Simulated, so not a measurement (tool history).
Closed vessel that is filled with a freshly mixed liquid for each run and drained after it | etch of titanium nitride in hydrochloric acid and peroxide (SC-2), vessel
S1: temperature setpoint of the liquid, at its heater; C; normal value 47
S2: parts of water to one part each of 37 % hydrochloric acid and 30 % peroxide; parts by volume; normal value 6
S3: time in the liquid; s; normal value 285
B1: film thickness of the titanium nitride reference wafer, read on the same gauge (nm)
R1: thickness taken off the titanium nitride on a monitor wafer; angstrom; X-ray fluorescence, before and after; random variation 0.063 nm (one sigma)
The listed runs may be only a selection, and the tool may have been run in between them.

run,hour,S1,S2,S3,B1,R1
1,0,47,7.5,285,140.01,57.6
2,47.7,47,7.5,285,140.01,57.5
3,94.3,47,7.5,285,140.02,56.8
4,143.3,47,6,285,140.02,67.8
5,212.4,47,6,285,140.01,67.1
6,265,47,8,285,139.99,54.2
7,323.7,47,8,285,139.99,53.8
# hour 335.1: gauge calibrated
8,366.5,47,6,285,140.04,67.4
9,409.5,47,6,285,140.02,67.5
10,456,47,6,285,140.01,67.1
11,485.4,47,6,285,140,68.9
12,518.3,51.5,4,330,139.99,142
13,556.1,47,4,355,140.01,111.3
14,611.2,47,7.5,345,140.02,69
15,654.4,47,6,285,140,68.2
16,716.4,47,6,285,139.98,67.1
# hour 773.1: thermometer replaced
17,783.9,41.5,4,205,139.97,44.3
18,809.2,42.5,4.5,165,140.02,35.1
19,907.9,41.5,5,370,140.03,68.2
# hour 965.6: new drum of peroxide connected
# hour 973: chemicals flow meter replaced
20,973.5,50.5,4,285,140,114.2
21,1033.2,55.5,5,180,139.99,86.8
22,1092,38.5,7,415,140.02,47.7
23,1148.5,47,6,285,140,66.8
24,1193.2,47,6,285,139.98,67.5
25,1257.2,47,6,285,140.02,66.9
26,1299.5,47,4,285,140,89.8
27,1367.4,47,6,175,140.04,41.3
28,1415,47,7.5,410,140.02,82.9
29,1442.4,56.5,4,375,140.01,221.6

Forecast each of these 4 alternatives for the next run:
A,1443.1,47,6,230,?,?
B,1443.1,43,8,205,?,?
C,1443.1,51.5,4,285,?,?
D,1443.1,49.5,6,285,?,?

run,B1,R1
A,139.99,54.3
B,139.99,29.4
C,139.99,121.2
D,139.99,79.6
What these runs would have given with no unlogged condition in the tool:
run,R1
A,54.3
B,29.4
C,121.2
D,79.6
